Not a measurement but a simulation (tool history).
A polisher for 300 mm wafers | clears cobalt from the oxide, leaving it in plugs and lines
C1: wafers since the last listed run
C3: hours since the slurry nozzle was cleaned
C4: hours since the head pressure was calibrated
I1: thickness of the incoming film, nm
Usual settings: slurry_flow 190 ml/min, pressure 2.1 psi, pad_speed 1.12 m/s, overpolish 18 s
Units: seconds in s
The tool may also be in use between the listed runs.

Run 1, hour 0: usual settings but pad_speed 0.94 m/s; C1 0; wafers polished on this pad 2608; C3 750.4; C4 611.4; I1 353. Result: seconds 74.6 s.
At hour 31.9: slurry nozzle cleaned.
Run 2, hour 51: usual settings; C1 369; wafers polished on this pad 2977; C3 19.1; C4 662.4; I1 350.4. Result: seconds 64.3 s.
Run 3, hour 93.1: usual settings; C1 311; wafers polished on this pad 3289; C3 61.2; C4 704.5; I1 348.5. Result: seconds 67.1 s.
Run 4, hour 130: usual settings; C1 272; wafers polished on this pad 3562; C3 98.1; C4 741.4; I1 347.8. Result: seconds 65.5 s.
At hour 167.9: head pressure recalibrated.
Run 5, hour 168.4: usual settings but pad_speed 0.96 m/s; C1 269; wafers polished on this pad 3831; C3 136.5; C4 0.5; I1 356.2. Result: seconds 84.7 s.
Run 6, hour 211.4: usual settings but pad_speed 0.96 m/s; C1 318; wafers polished on this pad 4149; C3 179.5; C4 43.5; I1 348.8. Result: seconds 83.6 s.
Run 7, hour 251.9: usual settings but overpolish 22 s; C1 299; wafers polished on this pad 4449; C3 220; C4 84; I1 356.7. Result: seconds 75 s.
Run 8, hour 310.6: usual settings but overpolish 22 s; C1 434; wafers polished on this pad 4883; C3 278.7; C4 142.7; I1 354.5. Result: seconds 72.7 s.
At hour 366: worn pad replaced by a new one.
Run 9, hour 415.3: usual settings; C1 744; wafers polished on this pad 364; C3 383.4; C4 247.4; I1 343.2. Result: seconds 62.2 s.
Run 10, hour 469.7: usual settings but pressure 1.5 psi; C1 402; wafers polished on this pad 767; C3 437.8; C4 301.8; I1 350.4. Result: seconds 81 s.
Run 11, hour 570.1: usual settings but pressure 1.5 psi; C1 742; wafers polished on this pad 1509; C3 538.2; C4 402.2; I1 347.2. Result: seconds 78.9 s.
Run 12, hour 673.9: usual settings but slurry_flow 145 ml/min, pressure 2.8 psi, pad_speed 0.86 m/s; C1 767; wafers polished on this pad 2277; C3 642; C4 506; I1 352.9. Result: seconds 68 s.
Run 13, hour 743.2: usual settings but pressure 1.9 psi, overpolish 28 s; C1 512; wafers polished on this pad 2790; C3 711.3; C4 575.3; I1 353. Result: seconds 71.8 s.
At hour 771.2: slurry nozzle cleaned.
Run 14, hour 820.3: usual settings but slurry_flow 155 ml/min; C1 562; wafers polished on this pad 3353; C3 49.1; C4 652.4; I1 351.1. Result: seconds 68.1 s.
Run 15, hour 900.3: usual settings but slurry_flow 165 ml/min, pressure 1.7 psi, overpolish 7 s; C1 591; wafers polished on this pad 3944; C3 129.1; C4 732.4; I1 352.5. Result: seconds 79.3 s.
At hour 956.6: head pressure recalibrated.
Run 16, hour 974.1: usual settings; C1 531; wafers polished on this pad 4475; C3 202.9; C4 17.5; I1 354.2. Result: seconds 75.8 s.
At hour 1104.3: worn pad replaced by a new one.
Run 17, hour 1143.3: usual settings; C1 1221; wafers polished on this pad 288; C3 372.1; C4 186.7; I1 351.7. Result: seconds 66.8 s.
Run 18, hour 1235.1: usual settings but slurry_flow 230 ml/min; C1 678; wafers polished on this pad 967; C3 463.9; C4 278.5; I1 352.9. Result: seconds 63.9 s.
Run 19, hour 1342.6: usual settings but pad_speed 1 m/s, overpolish 28 s; C1 795; wafers polished on this pad 1762; C3 571.4; C4 386; I1 351.5. Result: seconds 72.8 s.
Run 20, hour 1427.8: usual settings but slurry_flow 240 ml/min, pressure 2.4 psi; C1 630; wafers polished on this pad 2392; C3 656.6; C4 471.2; I1 345.9. Result: seconds 57.7 s.
Run 21, hour 1506.1: usual settings but slurry_flow 235 ml/min, pressure 1.5 psi, pad_speed 1.4 m/s; C1 579; wafers polished on this pad 2971; C3 734.9; C4 549.5; I1 354.5. Result: seconds 69.9 s.
Run 22, hour 1607.7: usual settings but slurry_flow 165 ml/min, pressure 1.7 psi, overpolish 7 s; C1 751; wafers polished on this pad 3723; C3 836.5; C4 651.1; I1 349.7. Result: seconds 80.5 s.
At hour 1623: slurry nozzle cleaned.
Run 23, hour 1646.9: usual settings but pressure 1.4 psi; C1 282; wafers polished on this pad 4005; C3 23.9; C4 690.3; I1 352.3. Result: seconds 93.6 s.
Run 24, hour 1699.2: usual settings but slurry_flow 125 ml/min, pad_speed 1 m/s; C1 386; wafers polished on this pad 4392; C3 76.2; C4 742.6; I1 344.6. Result: seconds 80.8 s.
Run 25, hour 1768.4: usual settings but pressure 1.6 psi, pad_speed 0.82 m/s, overpolish 28 s; C1 511; wafers polished on this pad 4904; C3 145.4; C4 811.8; I1 350.9. Result: seconds 109.5 s.
At hour 1824.6: head pressure recalibrated.
At hour 1853.6: worn pad replaced by a new one.
Run 26, hour 1859.4: usual settings but pressure 1.8 psi, pad_speed 1.3 m/s, overpolish 14 s; C1 628; wafers polished on this pad 42; C3 236.4; C4 34.8; I1 349.3. Result: seconds 61.9 s.
Run 27, hour 1896.1: usual settings but pad_speed 0.82 m/s, overpolish 26 s; C1 271; wafers polished on this pad 313; C3 273.1; C4 71.5; I1 354.4. Result: seconds 84.8 s.
Run 28, hour 2001.9: usual settings but pressure 1.7 psi; C1 782; wafers polished on this pad 1096; C3 378.9; C4 177.3; I1 351.7. Result: seconds 74.8 s.
Run 29, hour 2069.5: usual settings; C1 499; wafers polished on this pad 1596; C3 446.5; C4 244.9; I1 349.4. Result: seconds 66.2 s.
Run 30, hour 2131: usual settings; C1 454; wafers polished on this pad 2051; C3 508; C4 306.4; I1 346.4. Result: seconds 63.8 s.
Run 31, hour 2185: usual settings; C1 399; wafers polished on this pad 2450; C3 562; C4 360.4; I1 350.3. Result: seconds 69 s.
Run 32, hour 2251.9: usual settings but pressure 1.9 psi, pad_speed 0.9 m/s; C1 494; wafers polished on this pad 2945; C3 628.9; C4 427.3; I1 351.4. Result: seconds 86.7 s.
Run 33, hour 2337.4: usual settings but slurry_flow 215 ml/min, pad_speed 1.36 m/s, overpolish 10 s; C1 632; wafers polished on this pad 3577; C3 714.4; C4 512.8; I1 351.2. Result: seconds 57.6 s.
At hour 2394.5: slurry nozzle cleaned.
Run 34, hour 2425: usual settings but slurry_flow 145 ml/min, pad_speed 0.8 m/s; C1 640; wafers polished on this pad 4218; C3 30.5; C4 600.4; I1 353.4. Result: seconds 96.8 s.

How the hidden state differs across the entries between the runs, from the last listed run before each to the first after it:
Between runs 1 and 2: slurry nozzle cleaned (hour 31.9)
  removal rate lost through wear of the pad, %: 7.14 -> 8.03; deviation of the head's pressure from its setpoint, %: 9.39 -> 10.1
  measured less the result without the state, seconds: +0.6 -> +0.8 s
Between runs 4 and 5: head pressure recalibrated (hour 167.9)
  removal rate lost through wear of the pad, %: 9.41 -> 10.1; deviation of the head's pressure from its setpoint, %: 11.2 -> 1.3
  measured less the result without the state, seconds: +1.3 -> +7.8 s
Between runs 8 and 9: worn pad replaced by a new one (hour 366)
  removal rate lost through wear of the pad, %: 12.6 -> 0.936; deviation of the head's pressure from its setpoint, %: 3.26 -> 4.71
  measured less the result without the state, seconds: +7.6 -> -1.5 s
Between runs 13 and 14: slurry nozzle cleaned (hour 771.2)
  removal rate lost through wear of the pad, %: 6.67 -> 8.02; deviation of the head's pressure from its setpoint, %: 9.24 -> 10.3
  measured less the result without the state, seconds: +0.3 -> +0.8 s
Between runs 15 and 16: head pressure recalibrated (hour 956.6)
  removal rate lost through wear of the pad, %: 9.42 -> 10.7; deviation of the head's pressure from its setpoint, %: 11.4 -> -0.795
  measured less the result without the state, seconds: +1.5 -> +8.5 s
Between runs 16 and 17: worn pad replaced by a new one (hour 1104.3)
  removal rate lost through wear of the pad, %: 10.7 -> 1.77; deviation of the head's pressure from its setpoint, %: -0.795 -> 1.54
  measured less the result without the state, seconds: +8.5 -> +0.4 s
Between runs 22 and 23: slurry nozzle cleaned (hour 1623)
  removal rate lost through wear of the pad, %: 9.89 -> 10.6; deviation of the head's pressure from its setpoint, %: 7.96 -> 8.5
  measured less the result without the state, seconds: +3.7 -> +4.7 s
Between runs 25 and 26: head pressure recalibrated (hour 1824.6); worn pad replaced by a new one (hour 1853.6)
  removal rate lost through wear of the pad, %: 12.7 -> 0.571; deviation of the head's pressure from its setpoint, %: 10.2 -> 0.579
  measured less the result without the state, seconds: +6.8 -> +0.1 s
Between runs 33 and 34: slurry nozzle cleaned (hour 2394.5)
  removal rate lost through wear of the pad, %: 8.94 -> 10.5; deviation of the head's pressure from its setpoint, %: 7.18 -> 8.39
  measured less the result without the state, seconds: +2.4 -> +4.9 s
